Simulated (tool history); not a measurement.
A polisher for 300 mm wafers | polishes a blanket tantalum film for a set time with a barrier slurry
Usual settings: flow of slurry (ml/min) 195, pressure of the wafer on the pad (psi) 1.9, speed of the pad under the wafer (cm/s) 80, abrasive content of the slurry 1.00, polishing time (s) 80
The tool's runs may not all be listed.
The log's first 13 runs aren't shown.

run   hour  flow of slurry (ml/min)  pressure of the wafer on the pad (psi)  speed of the pad under the wafer (cm/s)  abrasive content of the slurry  polishing time (s)  incoming thickness of the incoming film, nm  film removed (Å)
 14  173.2                      215                                     1.9                                       80                            1.00                  80                                        335.9               779
 15  188.8                      195                                     1.4                                       80                            1.00                  93                                        345.3               653
 16  206.0                      195                                     2.4                                       80                            0.85                  80                                        338.6               922
     208.6  -- slurry nozzle cleaned, repeated, since the last time left the tool worse
     215.4  -- slurry blender recalibrated
 17  222.4                      195                                     1.9                                       80                            0.90                  80                                        333.1               869
 18  231.2                      260                                     1.9                                       68                            1.00                  69                                        338.8               677
     236.4  -- worn pad replaced by a new one
 19  243.8                      195                                     1.9                                       80                            1.00                  80                                        341.3               911
 20  256.3                      195                                     2.2                                       80                            1.20                  80                                        339.7              1067
 21  270.8                      225                                     1.9                                       80                            1.00                  80                                        341.9               909
 22  287.5                      195                                     1.3                                       80                            1.00                  80                                        341.3               626
 23  294.3                      195                                     1.9                                       80                            1.00                  80                                        345.0               902
 24  312.2                      195                                     1.6                                       80                            1.25                  80                                        341.9               781
 25  319.3                      195                                     1.9                                       80                            0.75                  80                                        340.3               845
 26  336.4                      140                                     1.9                                      102                            0.75                  80                                        337.0              1021
 27  345.6                      195                                     1.9                                       80                            1.00                  80                                        343.3               893
 28  355.2                      195                                     1.9                                       80                            1.20                  54                                        336.4               634
     364.0  -- worn pad replaced by a new one
 29  364.5                      155                                     1.9                                       80                            0.80                  80                                        345.5               817
 30  378.5                      135                                     1.9                                       66                            0.70                  80                                        340.2               641

4 ways to go on from here, each from the tool as it stands after run 30. What would each give?
  A  378.9                      195                                     2.5                                       80                            1.00                  80                                        335.3                 ?
  B  378.9                      195                                     1.9                                       80                            0.75                  89                                        335.3                 ?
  C  378.9                      195                                     1.9                                       80                            1.00                  58                                        335.3                 ?
  D  378.9                      255                                     2.2                                       80                            0.80                  96                                        335.3                 ?

run  film removed (Å)
  A              1160
  B               936
  C               643
  D              1221
Without the tool's hidden state the same runs would have given:
run  film removed (Å)
  A              1165
  B               940
  C               646
  D              1225

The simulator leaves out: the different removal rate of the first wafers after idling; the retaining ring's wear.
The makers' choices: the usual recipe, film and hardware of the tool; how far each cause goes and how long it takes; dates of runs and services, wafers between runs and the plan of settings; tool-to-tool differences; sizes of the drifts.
